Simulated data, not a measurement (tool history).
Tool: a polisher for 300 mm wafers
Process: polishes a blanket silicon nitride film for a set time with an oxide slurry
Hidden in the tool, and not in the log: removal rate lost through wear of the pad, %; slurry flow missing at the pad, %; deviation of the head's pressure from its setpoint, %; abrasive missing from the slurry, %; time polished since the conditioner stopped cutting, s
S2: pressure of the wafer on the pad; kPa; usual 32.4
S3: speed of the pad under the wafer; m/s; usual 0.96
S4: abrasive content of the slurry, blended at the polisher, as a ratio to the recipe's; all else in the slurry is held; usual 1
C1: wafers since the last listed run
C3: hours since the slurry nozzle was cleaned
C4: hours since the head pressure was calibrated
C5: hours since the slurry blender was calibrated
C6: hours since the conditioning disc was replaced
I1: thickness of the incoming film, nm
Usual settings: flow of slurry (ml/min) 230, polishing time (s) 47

Run 1, hour 0: usual settings; C1 0; wafers polished on this pad 786; C3 607.6; C4 378.4; C5 431.5; C6 165.8; I1 335.3. Result: film removed (angstrom) 318.
At hour 58.4: conditioning disc replaced and pad reconditioned.
At hour 72.2: slurry blender recalibrated.
Run 2, hour 83.8: usual settings but S2 40.7 kPa; C1 819; wafers polished on this pad 1605; C3 691.4; C4 462.2; C5 11.6; C6 25.4; I1 339.3. Result: film removed (angstrom) 416.
At hour 108.5: head pressure recalibrated.
At hour 127.2: slurry nozzle cleaned.
At hour 139.8: worn pad replaced by a new one.
Run 3, hour 161.3: usual settings but S2 40.7 kPa; C1 724; wafers polished on this pad 220; C3 34.1; C4 52.8; C5 89.1; C6 102.9; I1 335.1. Result: film removed (angstrom) 417.
Run 4, hour 269.2: usual settings but S2 40.7 kPa; C1 1108; wafers polished on this pad 1329; C3 142; C4 160.7; C5 197; C6 210.8; I1 339.7. Result: film removed (angstrom) 411.
At hour 283.2: conditioning disc replaced and pad reconditioned.
Run 5, hour 363.8: usual settings but S3 0.72 m/s; C1 951; wafers polished on this pad 2280; C3 236.6; C4 255.3; C5 291.6; C6 80.6; I1 337. Result: film removed (angstrom) 271.
At hour 376.8: worn pad replaced by a new one.
At hour 454.6: slurry blender recalibrated.
Run 6, hour 468: usual settings but S3 0.72 m/s; C1 1008; wafers polished on this pad 916; C3 340.8; C4 359.5; C5 13.4; C6 184.8; I1 333.4. Result: film removed (angstrom) 278.
At hour 517.3: conditioning disc replaced and pad reconditioned.
At hour 545: head pressure recalibrated.
At hour 593.3: worn pad replaced by a new one, of another model than before.
Run 7, hour 645: usual settings but S2 37.9 kPa, S4 1.1; C1 1736; wafers polished on this pad 531; C3 517.8; C4 100; C5 190.4; C6 127.7; I1 343. Result: film removed (angstrom) 390.
Run 8, hour 731.1: usual settings but polishing time (s) 33; C1 884; wafers polished on this pad 1416; C3 603.9; C4 186.1; C5 276.5; C6 213.8; I1 333.2. Result: film removed (angstrom) 235.
At hour 751.2: conditioning disc replaced and pad reconditioned.
Run 9, hour 800.8: usual settings but flow of slurry (ml/min) 175, S2 42.1 kPa; C1 695; wafers polished on this pad 2111; C3 673.6; C4 255.8; C5 346.2; C6 49.6; I1 338.5. Result: film removed (angstrom) 364.
At hour 843.9: worn pad replaced by a new one.
At hour 912.9: slurry blender recalibrated.
Run 10, hour 914.1: usual settings; C1 1102; wafers polished on this pad 700; C3 786.9; C4 369.1; C5 1.2; C6 162.9; I1 342. Result: film removed (angstrom) 347.
At hour 916.9: slurry nozzle cleaned.
At hour 968.5: head pressure recalibrated.
Run 11, hour 1012.6: usual settings but flow of slurry (ml/min) 190, S4 0.7, polishing time (s) 38; C1 981; wafers polished on this pad 1682; C3 95.7; C4 44.1; C5 99.7; C6 261.4; I1 339.7. Result: film removed (angstrom) 202.
At hour 1030.9: conditioning disc replaced and pad reconditioned.
At hour 1105.9: worn pad replaced by a new one.
Run 12, hour 1118.5: usual settings but S2 26.2 kPa, S3 1.22 m/s; C1 1026; wafers polished on this pad 129; C3 201.6; C4 150; C5 205.6; C6 87.6; I1 332.5. Result: film removed (angstrom) 353.
Run 13, hour 1159.3: usual settings; C1 419; wafers polished on this pad 549; C3 242.4; C4 190.8; C5 246.4; C6 128.4; I1 344.4. Result: film removed (angstrom) 343.
Run 14, hour 1237.7: usual settings but S2 24.8 kPa, S3 1.24 m/s, polishing time (s) 35; C1 805; wafers polished on this pad 1354; C3 320.8; C4 269.2; C5 324.8; C6 206.8; I1 339.1. Result: film removed (angstrom) 252.

4 ways to go on from here, each from the tool as it stands after run 14. What would each give?
Run A, hour 1238.1: usual settings; C1 4; wafers polished on this pad 1358; C3 321.2; C4 269.6; C5 325.2; C6 207.2; I1 340.9. Result: film removed (angstrom) ?.
Run B, hour 1238.1: usual settings but flow of slurry (ml/min) 160; C1 4; wafers polished on this pad 1358; C3 321.2; C4 269.6; C5 325.2; C6 207.2; I1 340.9. Result: film removed (angstrom) ?.
Run C, hour 1238.1: usual settings but flow of slurry (ml/min) 250, S2 22.1 kPa, S3 1.26 m/s; C1 4; wafers polished on this pad 1358; C3 321.2; C4 269.6; C5 325.2; C6 207.2; I1 340.9. Result: film removed (angstrom) ?.
Run D, hour 1238.1: usual settings but S3 1.06 m/s; C1 4; wafers polished on this pad 1358; C3 321.2; C4 269.6; C5 325.2; C6 207.2; I1 340.9. Result: film removed (angstrom) ?.

run  film removed (angstrom)
  A                      336
  B                      329
  C                      334
  D                      352
Without the tool's hidden state the same runs would have given:
run  film removed (angstrom)
  A                      350
  B                      342
  C                      347
  D                      366

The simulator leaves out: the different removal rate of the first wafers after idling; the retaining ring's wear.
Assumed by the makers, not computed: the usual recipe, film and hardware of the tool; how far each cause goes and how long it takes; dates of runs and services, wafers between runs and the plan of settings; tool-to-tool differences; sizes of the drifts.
